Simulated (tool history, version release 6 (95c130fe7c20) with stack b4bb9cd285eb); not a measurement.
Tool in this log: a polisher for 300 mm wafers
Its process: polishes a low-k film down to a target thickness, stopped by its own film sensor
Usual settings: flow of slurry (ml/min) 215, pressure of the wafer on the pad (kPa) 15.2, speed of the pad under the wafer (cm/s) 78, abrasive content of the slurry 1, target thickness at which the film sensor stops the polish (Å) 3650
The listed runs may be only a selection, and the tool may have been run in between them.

| run | hour | flow of slurry (ml/min) | pressure of the wafer on the pad (kPa) | speed of the pad under the wafer (cm/s) | abrasive content of the slurry | target thickness at which the film sensor stops the polish (Å) | incoming thickness of the incoming film, nm | time until the film sensor stopped the polish (s) |
|---|---|---|---|---|---|---|---|---|
| 1 | 0 | 215 | 15.2 | 78 | 1 | 3650 | 418 | 143.8 |
|  | 50.3 | head pressure recalibrated |
| 2 | 50.8 | 215 | 15.2 | 78 | 1 | 3650 | 424.5 | 164.1 |
|  | 82.7 | slurry blender recalibrated |
| 3 | 98 | 215 | 15.2 | 78 | 1 | 3650 | 421.9 | 159.9 |
| 4 | 211.8 | 215 | 15.2 | 78 | 1 | 3650 | 419.1 | 157.5 |
| 5 | 268.8 | 215 | 15.2 | 78 | 1 | 3650 | 425.7 | 182 |
|  | 291.9 | conditioning disc replaced and pad reconditioned |
| 6 | 326.4 | 215 | 15.2 | 78 | 1 | 3650 | 420.6 | 147.1 |
|  | 361.7 | worn pad replaced by a new one |
| 7 | 365.7 | 215 | 15.2 | 78 | 1 | 3650 | 418.2 | 141.9 |
|  | 389.2 | slurry blender recalibrated |
| 8 | 408.3 | 215 | 15.2 | 78 | 1 | 3650 | 410.7 | 125 |
| 9 | 472.5 | 215 | 15.2 | 78 | 1 | 3790 | 420.9 | 120 |
| 10 | 522.5 | 215 | 15.2 | 78 | 1 | 3650 | 417.8 | 145.6 |
| 11 | 581 | 195 | 15.2 | 78 | 1 | 3650 | 416.8 | 153.8 |
| 12 | 618 | 215 | 15.2 | 90 | 1 | 3650 | 424 | 158.8 |
| 13 | 646.1 | 215 | 15.2 | 54 | 1 | 3650 | 425.1 | 234.6 |
|  | 685.9 | slurry blender recalibrated |
| 14 | 692.8 | 250 | 15.2 | 78 | 1 | 3650 | 419.4 | 161.5 |
|  | 715.3 | worn pad replaced by a new one |
| 15 | 732.2 | 215 | 11 | 88 | 1 | 3650 | 413.9 | 182.5 |
|  | 750.6 | conditioning disc replaced and pad reconditioned |
|  | 758 | slurry nozzle cleaned |
| 16 | 792.4 | 215 | 13.8 | 104 | 1 | 3650 | 419.5 | 129.4 |
| 17 | 824.4 | 165 | 20.7 | 64 | 1 | 3710 | 423.1 | 126.6 |
| 18 | 860.7 | 215 | 15.2 | 94 | 1.2 | 3650 | 410.7 | 98.5 |
| 19 | 905.9 | 215 | 15.2 | 104 | 1 | 3650 | 423.2 | 129 |
| 20 | 950 | 180 | 15.2 | 78 | 0.8 | 3540 | 427.5 | 240.2 |
| 21 | 978.8 | 215 | 15.2 | 78 | 1 | 3650 | 421.8 | 156.5 |
|  | 1046 | slurry blender recalibrated |
| 22 | 1047.6 | 215 | 15.2 | 78 | 1 | 3650 | 412.7 | 139.6 |
|  | 1061.6 | head pressure recalibrated |
|  | 1065 | worn pad replaced by a new one |
| 23 | 1092.3 | 215 | 15.2 | 90 | 1 | 3800 | 416.4 | 95.8 |
| 24 | 1137.7 | 170 | 15.2 | 78 | 1 | 3650 | 415.7 | 151.9 |
| 25 | 1197.2 | 285 | 15.2 | 78 | 1 | 3650 | 425.6 | 187.6 |

Each row is a separate what-if for the run after 25, all from the same tool condition, not one after another. Results?
| A | 1197.7 | 215 | 15.2 | 78 | 1 | 3650 | 415.8 | ? |
| B | 1197.7 | 215 | 15.2 | 78 | 1 | 3810 | 415.8 | ? |
| C | 1197.7 | 275 | 17.9 | 78 | 1 | 3560 | 415.8 | ? |
| D | 1197.7 | 150 | 10.3 | 64 | 1.1 | 3650 | 415.8 | ? |

| run | time until the film sensor stopped the polish (s) |
|---|---|
| A | 157.1 |
| B | 107.6 |
| C | 155.8 |
| D | 255 |
Without the tool's unlogged condition, the same runs would have read:
| run | time until the film sensor stopped the polish (s) |
|---|---|
| A | 136 |
| B | 93.2 |
| C | 132.3 |
| D | 232.1 |
